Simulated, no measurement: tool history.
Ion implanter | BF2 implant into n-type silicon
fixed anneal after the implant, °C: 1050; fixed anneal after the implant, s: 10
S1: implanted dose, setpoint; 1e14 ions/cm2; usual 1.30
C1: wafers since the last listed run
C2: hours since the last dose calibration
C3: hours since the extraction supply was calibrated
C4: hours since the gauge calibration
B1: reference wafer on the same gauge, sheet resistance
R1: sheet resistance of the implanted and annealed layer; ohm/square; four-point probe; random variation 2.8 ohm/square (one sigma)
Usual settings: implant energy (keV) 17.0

{"run": 1, "day": 0.0, "S1": 1.3, "implant energy (keV)": 17.0, "C1": 0, "C2": 892.4, "C3": 3972.6, "C4": 338.0, "B1": 587.9, "R1": 700.5}
{"run": 2, "day": 2.183, "S1": 1.3, "implant energy (keV)": 17.0, "C1": 1340, "C2": 944.8, "C3": 4025.0, "C4": 390.4, "B1": 587.36, "R1": 696.48}
{"run": 3, "day": 4.779, "S1": 1.3, "implant energy (keV)": 17.0, "C1": 1594, "C2": 1007.1, "C3": 4087.3, "C4": 452.7, "B1": 587.84, "R1": 689.69}
{"run": 4, "day": 7.212, "S1": 1.3, "implant energy (keV)": 17.0, "C1": 1494, "C2": 1065.5, "C3": 4145.7, "C4": 511.1, "B1": 587.33, "R1": 693.13}
{"run": 5, "day": 8.433, "S1": 1.3, "implant energy (keV)": 17.0, "C1": 749, "C2": 1094.8, "C3": 4175.0, "C4": 540.4, "B1": 588.96, "R1": 694.9}
{"run": 6, "day": 11.204, "S1": 1.3, "implant energy (keV)": 17.0, "C1": 1701, "C2": 1161.3, "C3": 4241.5, "C4": 606.9, "B1": 588.97, "R1": 693.35}
{"run": 7, "day": 13.512, "S1": 1.3, "implant energy (keV)": 17.0, "C1": 1417, "C2": 1216.7, "C3": 4296.9, "C4": 662.3, "B1": 587.82, "R1": 695.71}
{"run": 8, "day": 15.958, "S1": 1.3, "implant energy (keV)": 17.0, "C1": 1501, "C2": 1275.4, "C3": 4355.6, "C4": 721.0, "B1": 588.55, "R1": 691.06}
{"run": 9, "day": 18.892, "S1": 1.3, "implant energy (keV)": 17.0, "C1": 1801, "C2": 1345.8, "C3": 4426.0, "C4": 791.4, "B1": 588.06, "R1": 688.0}
{"run": 10, "day": 21.471, "S1": 1.3, "implant energy (keV)": 17.0, "C1": 1583, "C2": 1407.7, "C3": 4487.9, "C4": 853.3, "B1": 587.33, "R1": 689.33}
{"day": 22.021, "done": "gauge calibrated"}
{"run": 11, "day": 23.958, "S1": 1.01, "implant energy (keV)": 14.5, "C1": 1527, "C2": 1467.4, "C3": 4547.6, "C4": 46.5, "B1": 588.62, "R1": 875.44}

Run 12 comes next. What will it give?
{"run": 12, "day": 25.504, "S1": 1.17, "implant energy (keV)": 15.5, "C1": 949, "C2": 1504.5, "C3": 4584.7, "C4": 83.6, "B1": "?", "R1": "?"}

{"run 12": {"B1": 587.2, "R1": 759.19}}
Without the tool's hidden state the same run would have given R1 791.35 ohm/square.

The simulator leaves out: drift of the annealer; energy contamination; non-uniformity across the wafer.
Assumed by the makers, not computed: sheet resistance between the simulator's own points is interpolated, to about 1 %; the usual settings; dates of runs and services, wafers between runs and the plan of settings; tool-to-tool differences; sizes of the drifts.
